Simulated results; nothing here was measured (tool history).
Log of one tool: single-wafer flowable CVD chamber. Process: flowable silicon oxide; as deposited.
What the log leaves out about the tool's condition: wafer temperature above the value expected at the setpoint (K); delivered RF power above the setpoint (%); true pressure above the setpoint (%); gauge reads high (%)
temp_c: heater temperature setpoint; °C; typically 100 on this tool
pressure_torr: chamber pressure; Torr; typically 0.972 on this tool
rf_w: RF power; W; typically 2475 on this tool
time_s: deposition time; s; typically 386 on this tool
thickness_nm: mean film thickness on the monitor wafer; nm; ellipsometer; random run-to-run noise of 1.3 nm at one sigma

| run | hour | temp_c | pressure_torr | rf_w | time_s | wafers since the last listed run | hours since the last thermocouple change | hours since the last RF generator calibration | hours since the last manometer calibration | hours since the showerhead was replaced | hours since the gauge calibration | read-back reference wafer on the same gauge, thickness_nm | thickness_nm |
|---|---|---|---|---|---|---|---|---|---|---|---|---|---|
| 1 | 0 | 100 | 0.972 | 2855 | 386 | 0 | 1280 | 1177.1 | 1336.7 | 5888.5 | 277.5 | 248.882 | 295.976 |
| 2 | 84.4 | 100 | 0.972 | 2855 | 386 | 369 | 1364.4 | 1261.5 | 1421.1 | 5972.9 | 361.9 | 248.912 | 296.645 |
| 3 | 135.1 | 100 | 0.972 | 2475 | 386 | 222 | 1415.1 | 1312.2 | 1471.8 | 6023.6 | 412.6 | 249.022 | 291.252 |
|  | 194.1 | thermocouple changed; heater temperature recalibrated |
|  | 197.4 | capacitance manometer re-zeroed and calibrated |
| 4 | 223.2 | 100 | 0.972 | 2475 | 386 | 336 | 29.1 | 1400.3 | 25.8 | 6111.7 | 500.7 | 249.019 | 301.918 |
|  | 294.9 | showerhead replaced |
| 5 | 324.8 | 100 | 0.972 | 2475 | 386 | 409 | 130.7 | 1501.9 | 127.4 | 29.9 | 602.3 | 249.037 | 298.184 |
| 6 | 516.8 | 100 | 0.972 | 2475 | 386 | 840 | 322.7 | 1693.9 | 319.4 | 221.9 | 794.3 | 249.329 | 295.698 |
| 7 | 562.6 | 100 | 0.972 | 2475 | 386 | 200 | 368.5 | 1739.7 | 365.2 | 267.7 | 840.1 | 248.99 | 293.225 |
|  | 580.1 | RF generator calibrated |
| 8 | 622.2 | 100 | 0.972 | 2475 | 386 | 226 | 428.1 | 42.1 | 424.8 | 327.3 | 899.7 | 248.907 | 291.769 |
| 9 | 703.6 | 100 | 0.972 | 2475 | 386 | 356 | 509.5 | 123.5 | 506.2 | 408.7 | 981.1 | 248.637 | 292.86 |
| 10 | 880.4 | 100 | 0.972 | 2475 | 386 | 774 | 686.3 | 300.3 | 683 | 585.5 | 1157.9 | 249.301 | 289.764 |
| 11 | 922.3 | 100 | 0.972 | 2475 | 386 | 183 | 728.2 | 342.2 | 724.9 | 627.4 | 1199.8 | 249.204 | 290.077 |
| 12 | 1002.9 | 113 | 0.822 | 2090 | 386 | 353 | 808.8 | 422.8 | 805.5 | 708 | 1280.4 | 249.221 | 147.668 |
| 13 | 1084.9 | 100 | 0.972 | 2475 | 365 | 359 | 890.8 | 504.8 | 887.5 | 790 | 1362.4 | 249.13 | 274.225 |
| 14 | 1138.8 | 94 | 0.972 | 2475 | 327 | 236 | 944.7 | 558.7 | 941.4 | 843.9 | 1416.3 | 249.082 | 306.469 |
| 15 | 1214.3 | 111 | 1.092 | 2475 | 355 | 330 | 1020.2 | 634.2 | 1016.9 | 919.4 | 1491.8 | 248.661 | 197.596 |
| 16 | 1272.9 | 91 | 1.141 | 2905 | 441 | 256 | 1078.8 | 692.8 | 1075.5 | 978 | 1550.4 | 249.129 | 552.515 |
| 17 | 1375.8 | 100 | 0.824 | 2475 | 386 | 450 | 1181.7 | 795.7 | 1178.4 | 1080.9 | 1653.3 | 248.894 | 244.842 |
| 18 | 1474.4 | 108 | 0.972 | 2215 | 424 | 431 | 1280.3 | 894.3 | 1277 | 1179.5 | 1751.9 | 248.933 | 230.387 |
|  | 1484.4 | gauge calibrated |
|  | 1523.1 | thermocouple changed; heater temperature recalibrated |
| 19 | 1525.4 | 109 | 0.972 | 2280 | 386 | 188 | 2.3 | 945.3 | 1328 | 1230.5 | 41 | 248.885 | 212.785 |
| 20 | 1565.6 | 100 | 0.972 | 2475 | 386 | 176 | 42.5 | 985.5 | 1368.2 | 1270.7 | 81.2 | 249.043 | 302.194 |
| 21 | 1617.5 | 100 | 0.972 | 2475 | 386 | 227 | 94.4 | 1037.4 | 1420.1 | 1322.6 | 133.1 | 249.024 | 300.662 |
| 22 | 1675.1 | 111 | 0.818 | 2915 | 386 | 252 | 152 | 1095 | 1477.7 | 1380.2 | 190.7 | 248.906 | 171.505 |
| 23 | 1751 | 100 | 1.151 | 2140 | 386 | 332 | 227.9 | 1170.9 | 1553.6 | 1456.1 | 266.6 | 248.8 | 344.362 |
| 24 | 1819.1 | 100 | 0.972 | 2475 | 386 | 298 | 296 | 1239 | 1621.7 | 1524.2 | 334.7 | 249.099 | 297.216 |
| 25 | 1880.9 | 100 | 0.972 | 2475 | 386 | 270 | 357.8 | 1300.8 | 1683.5 | 1586 | 396.5 | 249.158 | 295.92 |
|  | 1919.4 | capacitance manometer re-zeroed and calibrated |
| 26 | 1936.1 | 100 | 0.972 | 2475 | 386 | 206 | 413 | 1356 | 16.7 | 1641.2 | 451.7 | 248.932 | 294.659 |
| 27 | 1972.1 | 100 | 1.103 | 2230 | 386 | 157 | 449 | 1392 | 52.7 | 1677.2 | 487.7 | 248.951 | 329.549 |
| 28 | 2073.2 | 100 | 0.972 | 2100 | 386 | 442 | 550.1 | 1493.1 | 153.8 | 1778.3 | 588.8 | 249.044 | 286.892 |
| 29 | 2112.9 | 100 | 1.035 | 2100 | 311 | 173 | 589.8 | 1532.8 | 193.5 | 1818 | 628.5 | 249.145 | 246.531 |

How the hidden state differs across the entries between the runs, from the last listed run before each to the first after it:
In the gap between runs 3 and 4: thermocouple changed; heater temperature recalibrated (hour 194.1); capacitance manometer re-zeroed and calibrated (hour 197.4)
  wafer temperature above the value expected at the setpoint (K): 1.08 -> 0.178
  difference, measured minus the result without the unlogged condition, thickness_nm: -12.479 -> -2.095 nm
In the gap between runs 4 and 5: showerhead replaced (hour 294.9)
  wafer temperature above the value expected at the setpoint (K): 0.178 -> 0.378
  difference, measured minus the result without the unlogged condition, thickness_nm: -2.095 -> -4.425 nm
In the gap between runs 7 and 8: RF generator calibrated (hour 580.1)
  wafer temperature above the value expected at the setpoint (K): 0.707 -> 0.766
  difference, measured minus the result without the unlogged condition, thickness_nm: -8.174 -> -8.823 nm
In the gap between runs 18 and 19: gauge calibrated (hour 1484.4); thermocouple changed; heater temperature recalibrated (hour 1523.1)
  wafer temperature above the value expected at the setpoint (K): 1.13 -> -0.0876
  difference, measured minus the result without the unlogged condition, thickness_nm: -9.747 -> +0.67 nm
In the gap between runs 25 and 26: capacitance manometer re-zeroed and calibrated (hour 1919.4)
  wafer temperature above the value expected at the setpoint (K): 0.491 -> 0.548
  difference, measured minus the result without the unlogged condition, thickness_nm: -5.711 -> -6.345 nm
